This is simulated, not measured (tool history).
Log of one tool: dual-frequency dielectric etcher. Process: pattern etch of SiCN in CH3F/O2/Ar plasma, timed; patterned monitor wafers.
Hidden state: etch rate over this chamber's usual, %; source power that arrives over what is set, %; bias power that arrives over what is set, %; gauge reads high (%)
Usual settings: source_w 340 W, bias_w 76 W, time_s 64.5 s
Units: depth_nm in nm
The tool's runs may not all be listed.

run   hour  source_w  bias_w  time_s  wafers since the last listed run  hours since the last wet clean  hours since the last source power generator calibration  hours since the last bias power generator calibration  hours since the last upper electrode change  hours since the gauge calibration  read-back reference wafer on the same gauge, depth_nm  depth_nm
  1    0.0       340      76    64.5                                 0                           169.4                                                   2225.0                                                 4908.7                                       2511.7                              317.1                                                  23.01     26.60
  2   10.2       290      76    64.5                                85                           179.6                                                   2235.2                                                 4918.9                                       2521.9                              327.3                                                  22.99     24.67
  3   19.4       290      76    64.5                                76                           188.8                                                   2244.4                                                 4928.1                                       2531.1                              336.5                                                  23.00     24.68
  4   33.9       370      89    64.5                               121                           203.3                                                   2258.9                                                 4942.6                                       2545.6                              351.0                                                  23.00     29.79
  5   51.2       370      89    64.5                               144                           220.6                                                   2276.2                                                 4959.9                                       2562.9                              368.3                                                  23.00     29.86
  6   66.1       370      89    64.5                               124                           235.5                                                   2291.1                                                 4974.8                                       2577.8                              383.2                                                  23.01     29.89
  7   74.6       340      76    64.5                                70                           244.0                                                   2299.6                                                 4983.3                                       2586.3                              391.7                                                  22.99     26.74
  8   81.7       340      76    64.5                                59                           251.1                                                   2306.7                                                 4990.4                                       2593.4                              398.8                                                  23.02     26.71
  9  129.7       340      76    64.5                               400                           299.1                                                   2354.7                                                 5038.4                                       2641.4                              446.8                                                  23.01     26.82
 10  140.4       340      76    64.5                                89                           309.8                                                   2365.4                                                 5049.1                                       2652.1                              457.5                                                  23.00     26.78
     149.4  -- bias power generator calibrated
 11  151.7       340      76    60.5                                60                           321.1                                                   2376.7                                                    2.3                                       2663.4                              468.8                                                  23.00     25.19
 12  168.5       260      76    80.5                               140                           337.9                                                   2393.5                                                   19.1                                       2680.2                              485.6                                                  23.01     29.43
     198.7  -- wet clean of the chamber
 13  199.2       340      93    64.5                                55                             0.5                                                   2424.2                                                   49.8                                       2710.9                              516.3                                                  23.00     29.04
 14  199.5       400      69    80.0                                 2                             0.8                                                   2424.5                                                   50.1                                       2711.2                              516.6                                                  23.01     33.96
 15  207.3       340      76    64.5                                65                             8.6                                                   2432.3                                                   57.9                                       2719.0                              524.4                                                  22.99     26.49
 16  224.3       380      61    71.5                               141                            25.6                                                   2449.3                                                   74.9                                       2736.0                              541.4                                                  22.99     28.05
     251.6  -- upper electrode replaced
 17  252.1       340      76    64.5                                31                            53.4                                                   2477.1                                                  102.7                                          0.5                              569.2                                                  23.01     26.58
 18  252.4       380      76    82.5                                 2                            53.7                                                   2477.4                                                  103.0                                          0.8                              569.5                                                  23.01     35.81
 19  261.3       340      87    64.5                                74                            62.6                                                   2486.3                                                  111.9                                          9.7                              578.4                                                  22.99     28.35
 20  277.7       370      81    54.0                               136                            79.0                                                   2502.7                                                  128.3                                         26.1                              594.8                                                  23.02     23.85
 21  292.0       280      59    57.0                               119                            93.3                                                   2517.0                                                  142.6                                         40.4                              609.1                                                  23.01     19.07
     342.0  -- source power generator calibrated
 22  343.0       310      76    48.5                               392                           144.3                                                      1.0                                                  193.6                                         91.4                              660.1                                                  23.01     18.80
     348.0  -- gauge calibrated
 23  357.5       370      89    64.5                               121                           158.8                                                     15.5                                                  208.1                                        105.9                                9.5                                                  23.00     29.30
 24  364.9       340      76    64.5                                61                           166.2                                                     22.9                                                  215.5                                        113.3                               16.9                                                  22.99     26.19
 25  374.1       380      62    64.5                                76                           175.4                                                     32.1                                                  224.7                                        122.5                               26.1                                                  22.99     25.11
 26  389.1       280      76    64.5                               125                           190.4                                                     47.1                                                  239.7                                        137.5                               41.1                                                  23.01     23.87
 27  395.4       340      92    64.5                                52                           196.7                                                     53.4                                                  246.0                                        143.8                               47.4                                                  22.99     28.57
 28  406.4       340      76    47.5                                91                           207.7                                                     64.4                                                  257.0                                        154.8                               58.4                                                  22.98     19.32
 29  423.3       340      76    64.5                               141                           224.6                                                     81.3                                                  273.9                                        171.7                               75.3                                                  23.00     26.24
 30  438.8       400      58    76.5                               129                           240.1                                                     96.8                                                  289.4                                        187.2                               90.8                                                  23.00     29.60
 31  470.5       380      62    64.5                               264                           271.8                                                    128.5                                                  321.1                                        218.9                              122.5                                                  23.00     25.15

How the hidden state differs across the entries between the runs, from the last listed run before each to the first after it:
Between runs 10 and 11: bias power generator calibrated (hour 149.4)
  etch rate over this chamber's usual, %: 1.13 -> 1.16; source power that arrives over what is set, %: 3.38 -> 3.42
  measured less the result without the state, depth_nm: +0.71 -> +0.68 nm
Between runs 12 and 13: wet clean of the chamber (hour 198.7)
  etch rate over this chamber's usual, %: 1.21 -> 0.0681; source power that arrives over what is set, %: 3.47 -> 3.57
  measured less the result without the state, depth_nm: +0.81 -> +0.48 nm
Between runs 16 and 17: upper electrode replaced (hour 251.6)
  etch rate over this chamber's usual, %: 0.143 -> 0.226; source power that arrives over what is set, %: 3.65 -> 3.75
  measured less the result without the state, depth_nm: +0.52 -> +0.51 nm
Between runs 21 and 22: source power generator calibrated (hour 342.0)
  etch rate over this chamber's usual, %: 0.346 -> 0.499; source power that arrives over what is set, %: 3.88 -> -0.55
  measured less the result without the state, depth_nm: +0.40 -> +0.04 nm
Between runs 22 and 23: gauge calibrated (hour 348.0)
  etch rate over this chamber's usual, %: 0.499 -> 0.542
  measured less the result without the state, depth_nm: +0.04 -> +0.08 nm
